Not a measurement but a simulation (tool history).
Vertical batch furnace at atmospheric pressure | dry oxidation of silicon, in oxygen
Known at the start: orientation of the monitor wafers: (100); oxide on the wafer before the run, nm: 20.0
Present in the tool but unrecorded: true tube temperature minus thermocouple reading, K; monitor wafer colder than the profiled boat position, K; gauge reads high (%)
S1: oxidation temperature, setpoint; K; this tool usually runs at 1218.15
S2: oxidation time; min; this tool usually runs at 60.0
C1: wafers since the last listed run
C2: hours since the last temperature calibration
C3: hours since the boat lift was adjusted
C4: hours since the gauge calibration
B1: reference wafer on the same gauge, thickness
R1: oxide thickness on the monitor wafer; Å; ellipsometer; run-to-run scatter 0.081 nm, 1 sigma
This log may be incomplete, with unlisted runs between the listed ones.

| run | day | S1 | S2 | C1 | C2 | C3 | C4 | B1 | R1 |
|---|---|---|---|---|---|---|---|---|---|
| 1 | 0.000 | 1218.15 | 60.0 | 0 | 3809.2 | 2214.0 | 154.5 | 33.61 | 396.8 |
| 2 | 0.554 | 1218.15 | 60.0 | 114 | 3822.5 | 2227.3 | 167.8 | 33.58 | 397.8 |
| 3 | 1.738 | 1218.15 | 60.0 | 243 | 3850.9 | 2255.7 | 196.2 | 33.62 | 397.0 |
| 4 | 2.904 | 1218.15 | 60.0 | 240 | 3878.9 | 2283.7 | 224.2 | 33.60 | 398.5 |
| 5 | 4.225 | 1218.15 | 60.0 | 271 | 3910.6 | 2315.4 | 255.9 | 33.59 | 398.9 |
| 6 | 4.950 | 1218.15 | 60.0 | 149 | 3928.0 | 2332.8 | 273.3 | 33.63 | 398.7 |
| 7 | 5.833 | 1218.15 | 60.0 | 181 | 3949.2 | 2354.0 | 294.5 | 33.61 | 398.6 |
| 8 | 6.525 | 1218.15 | 60.0 | 142 | 3965.8 | 2370.6 | 311.1 | 33.60 | 399.8 |
| 9 | 7.171 | 1218.15 | 60.0 | 132 | 3981.3 | 2386.1 | 326.6 | 33.64 | 399.8 |
| 10 | 8.042 | 1218.15 | 60.0 | 179 | 4002.2 | 2407.0 | 347.5 | 33.62 | 398.0 |
| 11 | 9.288 | 1218.15 | 60.0 | 256 | 4032.1 | 2436.9 | 377.4 | 33.58 | 398.4 |
| 12 | 10.246 | 1208.15 | 60.0 | 197 | 4055.1 | 2459.9 | 400.4 | 33.58 | 375.0 |
| 13 | 10.938 | 1204.15 | 60.0 | 142 | 4071.7 | 2476.5 | 417.0 | 33.58 | 365.3 |
| 14 | 12.158 | 1204.15 | 60.0 | 251 | 4101.0 | 2505.8 | 446.3 | 33.62 | 365.2 |
| 15 | 14.042 | 1204.15 | 60.0 | 387 | 4146.2 | 2551.0 | 491.5 | 33.59 | 367.4 |
| 16 | 14.733 | 1218.15 | 60.0 | 142 | 4162.8 | 2567.6 | 508.1 | 33.61 | 401.0 |
| 17 | 16.083 | 1232.15 | 30.5 | 277 | 4195.2 | 2600.0 | 540.5 | 33.60 | 324.4 |
|  | 18.429 | thermocouples replaced and temperature profile calibrated |
| 18 | 19.858 | 1197.15 | 89.0 | 571 | 34.3 | 2690.6 | 631.1 | 33.58 | 402.9 |
| 19 | 20.650 | 1218.15 | 60.0 | 162 | 53.3 | 2709.6 | 650.1 | 33.60 | 384.9 |
|  | 21.446 | gauge calibrated |
| 20 | 21.612 | 1218.15 | 60.0 | 198 | 76.4 | 2732.7 | 4.0 | 33.59 | 386.3 |
| 21 | 22.388 | 1218.15 | 60.0 | 159 | 95.0 | 2751.3 | 22.6 | 33.59 | 386.6 |
| 22 | 23.196 | 1218.15 | 60.0 | 166 | 114.4 | 2770.7 | 42.0 | 33.61 | 386.4 |
| 23 | 24.588 | 1235.15 | 81.5 | 286 | 147.8 | 2804.1 | 75.4 | 33.60 | 499.8 |
|  | 25.883 | boat lift adjusted |
| 24 | 25.904 | 1218.15 | 60.0 | 65 | 179.4 | 0.5 | 107.0 | 33.64 | 386.4 |
| 25 | 26.350 | 1228.15 | 60.0 | 91 | 190.1 | 11.2 | 117.7 | 33.60 | 410.5 |
| 26 | 26.933 | 1218.15 | 60.0 | 120 | 204.1 | 25.2 | 131.7 | 33.61 | 384.8 |
| 27 | 28.571 | 1198.15 | 43.0 | 337 | 243.4 | 64.5 | 171.0 | 33.60 | 302.7 |
| 28 | 29.671 | 1226.15 | 43.5 | 226 | 269.8 | 90.9 | 197.4 | 33.60 | 352.5 |
| 29 | 30.508 | 1199.15 | 68.5 | 172 | 289.9 | 111.0 | 217.5 | 33.57 | 361.7 |
| 30 | 31.879 | 1218.15 | 60.0 | 282 | 322.8 | 143.9 | 250.4 | 33.61 | 386.6 |
| 31 | 33.067 | 1202.15 | 87.0 | 244 | 351.3 | 172.4 | 278.9 | 33.64 | 413.0 |
| 32 | 34.079 | 1218.15 | 60.0 | 208 | 375.6 | 196.7 | 303.2 | 33.62 | 385.3 |
| 33 | 34.767 | 1225.15 | 48.5 | 141 | 392.1 | 213.2 | 319.7 | 33.60 | 365.9 |
| 34 | 36.254 | 1218.15 | 81.5 | 306 | 427.8 | 248.9 | 355.4 | 33.63 | 448.4 |
| 35 | 36.879 | 1218.15 | 60.0 | 128 | 442.8 | 263.9 | 370.4 | 33.57 | 385.4 |
| 36 | 37.875 | 1218.15 | 60.0 | 204 | 466.7 | 287.8 | 394.3 | 33.60 | 387.3 |
| 37 | 38.783 | 1237.15 | 60.0 | 186 | 488.5 | 309.6 | 416.1 | 33.62 | 431.2 |
| 38 | 39.675 | 1234.15 | 30.5 | 183 | 509.9 | 331.0 | 437.5 | 33.60 | 319.1 |
| 39 | 40.846 | 1227.15 | 52.0 | 240 | 538.0 | 359.1 | 465.6 | 33.62 | 383.4 |
| 40 | 42.188 | 1210.15 | 84.0 | 276 | 570.2 | 391.3 | 497.8 | 33.60 | 430.3 |

How would selected steps in R1 from run to run divide? Give the signed amount a tool lacking its hidden state would still show from settings, what came in and random variation, and the signed amount left for the hidden state, including any gauge scatter that is not in both of the compared results.
Run 15 -> 16: S1 1204.15 -> 1218.15. R1 +33.6 Å: hidden state +1.7, all else +31.9.
Run 16 -> 17: S1 1218.15 -> 1232.15, S2 60.0 -> 30.5. R1 -76.6 Å: hidden state -7.2, all else -69.4.
Run 17 -> 18: S1 1232.15 -> 1197.15, S2 30.5 -> 89.0, thermocouples replaced and temperature profile calibrated. R1 +78.5 Å: hidden state -7.3, all else +85.8.
Run 22 -> 23: S1 1218.15 -> 1235.15, S2 60.0 -> 81.5. R1 +113.4 Å: hidden state +0.2, all else +113.2.
Run 23 -> 24: S1 1235.15 -> 1218.15, S2 81.5 -> 60.0, boat lift adjusted. R1 -113.4 Å: hidden state -0.2, all else -113.2.
Run 37 -> 38: S1 1237.15 -> 1234.15, S2 60.0 -> 30.5. R1 -112.1 Å: hidden state -0.4, all else -111.7.
